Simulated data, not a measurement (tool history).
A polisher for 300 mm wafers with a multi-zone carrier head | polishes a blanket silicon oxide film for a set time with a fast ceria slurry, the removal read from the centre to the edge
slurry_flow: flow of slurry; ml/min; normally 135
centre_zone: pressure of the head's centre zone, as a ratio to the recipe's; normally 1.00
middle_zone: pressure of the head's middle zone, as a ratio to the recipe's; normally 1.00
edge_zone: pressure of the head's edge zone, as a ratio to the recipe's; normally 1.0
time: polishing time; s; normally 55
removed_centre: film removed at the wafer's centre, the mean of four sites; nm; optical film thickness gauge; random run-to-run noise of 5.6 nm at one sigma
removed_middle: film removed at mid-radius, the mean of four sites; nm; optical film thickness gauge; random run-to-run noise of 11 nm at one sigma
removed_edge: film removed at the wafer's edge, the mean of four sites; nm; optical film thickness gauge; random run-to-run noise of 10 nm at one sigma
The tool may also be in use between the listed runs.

| run | day | slurry_flow | centre_zone | middle_zone | edge_zone | time | incoming thickness of the incoming film, nm | removed_centre | removed_middle | removed_edge |
|---|---|---|---|---|---|---|---|---|---|---|
| 1 | 0.000 | 135 | 1.00 | 1.00 | 1.0 | 55 | 2001.3 | 750.3 | 752.9 | 765.8 |
| 2 | 0.638 | 135 | 0.91 | 1.00 | 1.0 | 55 | 1944.0 | 680.0 | 757.6 | 781.2 |
| 3 | 1.942 | 135 | 1.00 | 1.00 | 1.0 | 55 | 2026.8 | 749.4 | 765.8 | 763.8 |
|  | 2.767 | worn pad replaced by a new one |
| 4 | 2.788 | 135 | 1.00 | 1.00 | 1.0 | 55 | 1985.1 | 748.9 | 753.3 | 773.4 |
| 5 | 3.638 | 135 | 1.00 | 1.00 | 1.0 | 55 | 1967.7 | 742.2 | 754.2 | 772.8 |
| 6 | 4.821 | 135 | 1.00 | 1.00 | 1.0 | 55 | 1970.1 | 737.6 | 773.1 | 770.9 |
| 7 | 5.567 | 135 | 1.00 | 1.00 | 1.0 | 55 | 1994.9 | 748.4 | 750.3 | 761.2 |
| 8 | 6.292 | 135 | 1.00 | 1.00 | 1.0 | 55 | 1971.9 | 744.0 | 742.4 | 772.0 |
| 9 | 7.104 | 135 | 1.00 | 1.00 | 1.0 | 55 | 1985.6 | 745.5 | 729.6 | 780.8 |
|  | 7.392 | worn pad replaced by a new one |
|  | 7.425 | carrier head's membrane replaced by a new one |
| 10 | 8.225 | 135 | 1.00 | 0.91 | 1.1 | 55 | 1965.6 | 742.0 | 696.8 | 821.1 |
| 11 | 8.950 | 165 | 1.09 | 1.06 | 1.0 | 45 | 1968.1 | 692.6 | 690.9 | 634.9 |
| 12 | 10.096 | 135 | 0.91 | 1.00 | 1.0 | 46 | 1945.2 | 565.6 | 639.2 | 635.1 |
| 13 | 11.242 | 105 | 1.00 | 1.00 | 0.9 | 42 | 1970.5 | 523.8 | 548.8 | 537.4 |
|  | 11.829 | centre zone pressure recalibrated |
|  | 11.833 | slurry nozzle cleaned |
|  | 11.996 | worn pad replaced by a new one |
| 14 | 12.167 | 135 | 1.00 | 1.00 | 1.0 | 55 | 2002.4 | 786.1 | 794.0 | 801.7 |
|  | 13.029 | edge zone pressure recalibrated |
| 15 | 13.050 | 165 | 1.09 | 1.06 | 1.0 | 45 | 1937.0 | 727.9 | 724.1 | 660.5 |
| 16 | 13.592 | 135 | 1.00 | 1.00 | 1.0 | 43 | 1973.2 | 607.1 | 614.3 | 623.5 |
| 17 | 14.400 | 155 | 1.00 | 0.91 | 1.1 | 55 | 1978.6 | 810.2 | 744.1 | 834.7 |
| 18 | 15.200 | 135 | 1.00 | 1.00 | 1.0 | 55 | 1967.6 | 783.6 | 774.5 | 799.8 |

What will run 19 give?
|  | 16.133 | worn pad replaced by a new one |
| 19 | 16.317 | 135 | 0.92 | 0.96 | 1.0 | 55 | 1989.9 | ? | ? | ? |

Run 19 yielded removed_centre 714.5 nm, removed_middle 741.1 nm, removed_edge 797.4 nm.
With no hidden state in the tool, this same run would have given removed_centre 736.1 nm, removed_middle 760.7 nm, removed_edge 812.1 nm.
